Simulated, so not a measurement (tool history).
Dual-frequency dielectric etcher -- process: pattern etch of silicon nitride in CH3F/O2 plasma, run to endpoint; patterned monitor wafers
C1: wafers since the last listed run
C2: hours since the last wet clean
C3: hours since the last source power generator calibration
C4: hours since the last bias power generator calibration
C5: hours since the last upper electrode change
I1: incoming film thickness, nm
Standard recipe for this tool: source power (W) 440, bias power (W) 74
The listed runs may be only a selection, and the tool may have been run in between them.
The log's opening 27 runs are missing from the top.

{"run": 28, "hour": 718.4, "source power (W)": 510, "bias power (W)": 68, "C1": 221, "C2": 103.2, "C3": 591.1, "C4": 390.1, "C5": 311.3, "I1": 53.5, "endpoint time (s)": 59.1}
{"run": 29, "hour": 733.5, "source power (W)": 480, "bias power (W)": 62, "C1": 119, "C2": 118.3, "C3": 606.2, "C4": 405.2, "C5": 326.4, "I1": 53.1, "endpoint time (s)": 61.2}
{"run": 30, "hour": 752.8, "source power (W)": 340, "bias power (W)": 74, "C1": 152, "C2": 137.6, "C3": 625.5, "C4": 424.5, "C5": 345.7, "I1": 53.3, "endpoint time (s)": 64}
{"run": 31, "hour": 765.6, "source power (W)": 440, "bias power (W)": 74, "C1": 101, "C2": 150.4, "C3": 638.3, "C4": 437.3, "C5": 358.5, "I1": 53.4, "endpoint time (s)": 60}
{"run": 32, "hour": 791.5, "source power (W)": 340, "bias power (W)": 91, "C1": 205, "C2": 176.3, "C3": 664.2, "C4": 463.2, "C5": 384.4, "I1": 54.3, "endpoint time (s)": 61.6}
{"run": 33, "hour": 806.7, "source power (W)": 510, "bias power (W)": 85, "C1": 120, "C2": 191.5, "C3": 679.4, "C4": 478.4, "C5": 399.6, "I1": 53.4, "endpoint time (s)": 56}
{"run": 34, "hour": 836.9, "source power (W)": 440, "bias power (W)": 57, "C1": 239, "C2": 221.7, "C3": 709.6, "C4": 508.6, "C5": 429.8, "I1": 54, "endpoint time (s)": 66.3}
{"run": 35, "hour": 870.0, "source power (W)": 480, "bias power (W)": 65, "C1": 262, "C2": 254.8, "C3": 742.7, "C4": 541.7, "C5": 462.9, "I1": 53.3, "endpoint time (s)": 61.8}

Each row is a separate what-if for the run after 35, all from the same tool condition, not one after another. Results?
{"run": "A", "hour": 870.5, "source power (W)": 520, "bias power (W)": 74, "C1": 3, "C2": 255.3, "C3": 743.2, "C4": 542.2, "C5": 463.4, "I1": 53.2, "endpoint time (s)": "?"}
{"run": "B", "hour": 870.5, "source power (W)": 340, "bias power (W)": 62, "C1": 3, "C2": 255.3, "C3": 743.2, "C4": 542.2, "C5": 463.4, "I1": 53.2, "endpoint time (s)": "?"}
{"run": "C", "hour": 870.5, "source power (W)": 470, "bias power (W)": 88, "C1": 3, "C2": 255.3, "C3": 743.2, "C4": 542.2, "C5": 463.4, "I1": 53.2, "endpoint time (s)": "?"}
{"run": "D", "hour": 870.5, "source power (W)": 530, "bias power (W)": 58, "C1": 3, "C2": 255.3, "C3": 743.2, "C4": 542.2, "C5": 463.4, "I1": 53.2, "endpoint time (s)": "?"}

run=A endpoint_time_(s)=58.4
run=B endpoint_time_(s)=68.6
run=C endpoint_time_(s)=56.9
run=D endpoint_time_(s)=62.2
With no hidden state in the tool, these same runs would have given:
run=A endpoint_time_(s)=56
run=B endpoint_time_(s)=65.8
run=C endpoint_time_(s)=54.6
run=D endpoint_time_(s)=59.7
